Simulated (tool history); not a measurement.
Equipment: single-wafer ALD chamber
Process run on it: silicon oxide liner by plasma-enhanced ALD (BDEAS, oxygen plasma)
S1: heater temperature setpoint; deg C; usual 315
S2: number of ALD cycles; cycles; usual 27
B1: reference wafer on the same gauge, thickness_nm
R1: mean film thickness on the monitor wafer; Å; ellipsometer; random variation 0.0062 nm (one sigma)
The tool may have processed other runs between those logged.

| run | day | S1 | S2 | B1 | R1 |
|---|---|---|---|---|---|
| 1 | 0.000 | 315 | 27 | 2.559 | 24.78 |
| 2 | 0.338 | 315 | 27 | 2.559 | 24.76 |
| 3 | 0.671 | 315 | 24 | 2.559 | 21.99 |
| 4 | 1.271 | 315 | 24 | 2.561 | 21.99 |
| 5 | 1.604 | 315 | 23 | 2.560 | 21.09 |
| 6 | 1.946 | 315 | 23 | 2.558 | 21.03 |
| 7 | 2.575 | 315 | 27 | 2.560 | 24.75 |
|  | 4.129 | gauge calibrated |
| 8 | 4.379 | 315 | 27 | 2.559 | 24.69 |
| 9 | 4.900 | 315 | 27 | 2.560 | 24.85 |
| 10 | 5.421 | 315 | 29 | 2.560 | 26.58 |
| 11 | 5.933 | 315 | 29 | 2.560 | 26.58 |
|  | 6.592 | thermocouple changed; heater temperature recalibrated |
| 12 | 6.612 | 315 | 27 | 2.559 | 24.72 |
| 13 | 6.975 | 315 | 30 | 2.560 | 27.51 |
| 14 | 7.362 | 329 | 23 | 2.559 | 20.54 |

Expected results for the next run?
| 15 | 7.962 | 315 | 25 | ? | ? |

{"run 15": {"B1": 2.56, "R1": 22.87}}
On a tool with no hidden condition, and with the same random variation, this run would have come out at R1 22.87 Å.
